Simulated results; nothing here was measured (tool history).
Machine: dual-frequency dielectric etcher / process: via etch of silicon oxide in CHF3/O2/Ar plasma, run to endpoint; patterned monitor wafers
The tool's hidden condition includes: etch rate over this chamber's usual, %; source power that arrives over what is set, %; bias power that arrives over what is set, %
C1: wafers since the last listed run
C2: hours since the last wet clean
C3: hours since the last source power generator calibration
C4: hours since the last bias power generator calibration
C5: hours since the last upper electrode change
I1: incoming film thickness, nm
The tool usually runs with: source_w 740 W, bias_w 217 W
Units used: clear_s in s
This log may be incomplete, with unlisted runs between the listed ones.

Run 1, hour 0: usual settings but source_w 790 W, bias_w 199 W; C1 0; C2 167.8; C3 3616.2; C4 2968.8; C5 1649.4; I1 573. Result: clear_s 271.3 s.
Run 2, hour 51.3: usual settings but source_w 790 W, bias_w 199 W; C1 144; C2 219.1; C3 3667.5; C4 3020.1; C5 1700.7; I1 576.1. Result: clear_s 278.4 s.
Run 3, hour 103.3: usual settings but source_w 790 W, bias_w 199 W; C1 146; C2 271.1; C3 3719.5; C4 3072.1; C5 1752.7; I1 580.9. Result: clear_s 277.4 s.
Run 4, hour 129.4: usual settings but bias_w 175 W; C1 73; C2 297.2; C3 3745.6; C4 3098.2; C5 1778.8; I1 581.4. Result: clear_s 299 s.
Run 5, hour 187.6: usual settings but bias_w 175 W; C1 164; C2 355.4; C3 3803.8; C4 3156.4; C5 1837; I1 579.1. Result: clear_s 302.5 s.
Run 6, hour 255.4: usual settings but source_w 700 W, bias_w 177 W; C1 191; C2 423.2; C3 3871.6; C4 3224.2; C5 1904.8; I1 581.4. Result: clear_s 308.7 s.
Run 7, hour 314.5: usual settings but source_w 700 W, bias_w 177 W; C1 166; C2 482.3; C3 3930.7; C4 3283.3; C5 1963.9; I1 576.8. Result: clear_s 308.5 s.
At hour 347.8: wet clean of the chamber.
Run 8, hour 362.9: usual settings but source_w 670 W, bias_w 202 W; C1 68; C2 15.1; C3 3979.1; C4 3331.7; C5 2012.3; I1 584.3. Result: clear_s 297.5 s.
Run 9, hour 402.6: usual settings but source_w 670 W, bias_w 202 W; C1 111; C2 54.8; C3 4018.8; C4 3371.4; C5 2052; I1 583. Result: clear_s 294.7 s.
At hour 426.2: bias power generator calibrated.
Run 10, hour 434.4: usual settings but source_w 670 W, bias_w 202 W; C1 78; C2 86.6; C3 4050.6; C4 8.2; C5 2083.8; I1 580. Result: clear_s 293.6 s.
Run 11, hour 472.2: usual settings but source_w 650 W, bias_w 186 W; C1 106; C2 124.4; C3 4088.4; C4 46; C5 2121.6; I1 570.6. Result: clear_s 301.9 s.
Run 12, hour 525: usual settings but source_w 580 W, bias_w 232 W; C1 148; C2 177.2; C3 4141.2; C4 98.8; C5 2174.4; I1 576.6. Result: clear_s 308.5 s.
Run 13, hour 583.9: usual settings but source_w 790 W, bias_w 199 W; C1 166; C2 236.1; C3 4200.1; C4 157.7; C5 2233.3; I1 583.8. Result: clear_s 278.3 s.
Run 14, hour 651.4: usual settings; C1 190; C2 303.6; C3 4267.6; C4 225.2; C5 2300.8; I1 585.7. Result: clear_s 280.9 s.
At hour 658.5: source power generator calibrated.
At hour 675.7: upper electrode replaced.
Run 15, hour 696.6: usual settings but source_w 620 W, bias_w 250 W; C1 67; C2 348.8; C3 38.1; C4 270.4; C5 20.9; I1 586.2. Result: clear_s 303.7 s.
Run 16, hour 722: usual settings but source_w 880 W, bias_w 197 W; C1 71; C2 374.2; C3 63.5; C4 295.8; C5 46.3; I1 578.2. Result: clear_s 264.8 s.
Run 17, hour 747.1: usual settings but source_w 790 W; C1 70; C2 399.3; C3 88.6; C4 320.9; C5 71.4; I1 575.4. Result: clear_s 274.4 s.
Run 18, hour 799.8: usual settings but source_w 640 W, bias_w 178 W; C1 148; C2 452; C3 141.3; C4 373.6; C5 124.1; I1 571.5. Result: clear_s 319.8 s.
At hour 876.7: wet clean of the chamber.
Run 19, hour 877.2: usual settings but bias_w 238 W; C1 150; C2 0.5; C3 218.7; C4 451; C5 201.5; I1 575.3. Result: clear_s 264.7 s.

Expected results for the next run?
Run 20, hour 929.2: usual settings but bias_w 190 W; C1 146; C2 52.5; C3 270.7; C4 503; C5 253.5; I1 581.1. Result: clear_s ?.

Run 20 produced clear_s 284.3 s.
With no hidden state in the tool, this same run would have given clear_s 282.5 s.
